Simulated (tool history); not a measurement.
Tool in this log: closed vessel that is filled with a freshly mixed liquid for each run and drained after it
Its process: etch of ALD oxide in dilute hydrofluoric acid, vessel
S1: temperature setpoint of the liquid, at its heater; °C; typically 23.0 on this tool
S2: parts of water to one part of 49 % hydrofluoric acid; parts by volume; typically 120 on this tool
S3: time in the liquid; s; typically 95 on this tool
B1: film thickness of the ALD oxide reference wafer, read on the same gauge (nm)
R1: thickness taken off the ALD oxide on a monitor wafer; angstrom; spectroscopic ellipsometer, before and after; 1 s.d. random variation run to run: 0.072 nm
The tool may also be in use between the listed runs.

run,day,S1,S2,S3,B1,R1
1,0.000,23.0,85,130,117.67,150.0
2,2.850,23.0,85,130,117.39,151.1
3,5.212,20.0,120,135,117.17,94.9
4,7.029,20.0,120,135,116.99,93.7
5,9.462,19.5,120,85,116.76,57.2
6,13.317,19.5,120,85,116.43,57.7
7,15.458,19.5,120,85,116.21,57.9
# day 17.546: thermometer replaced
8,18.125,23.0,120,95,115.94,74.1
# day 20.233: gauge calibrated
9,21.796,23.0,120,95,119.70,75.3
10,25.129,23.0,120,95,119.39,75.8
11,29.525,23.0,120,95,119.00,75.6
12,32.162,23.0,120,95,118.74,74.9
13,34.725,28.0,80,130,118.47,198.8
14,38.821,19.0,120,95,118.10,63.6
15,42.100,23.0,120,95,117.81,75.0
# day 43.358: hydrofluoric acid flow meter replaced
16,45.562,20.5,120,95,117.50,67.0
# day 46.971: thermometer replaced
17,49.383,23.0,120,145,117.13,113.7
18,53.338,23.0,105,95,116.76,87.3
19,57.362,20.0,155,50,116.37,25.6
20,62.788,23.0,120,95,115.89,73.2
21,64.762,19.5,120,85,115.71,57.3
22,67.367,23.0,120,150,115.44,115.7

What if the next run were any one of these 5? Each begins from the tool's condition after run 22:
A,67.396,21.0,120,95,?,?
B,67.396,23.0,120,70,?,?
C,67.396,21.0,75,125,?,?
D,67.396,27.5,100,95,?,?
E,67.396,25.0,120,95,?,?

run,B1,R1
A,115.45,67.8
B,115.45,54.1
C,115.45,150.3
D,115.45,107.6
E,115.45,79.4
Without the tool's unlogged condition, the same runs would have read:
run,R1
A,70.5
B,56.2
C,156.3
D,111.9
E,82.5
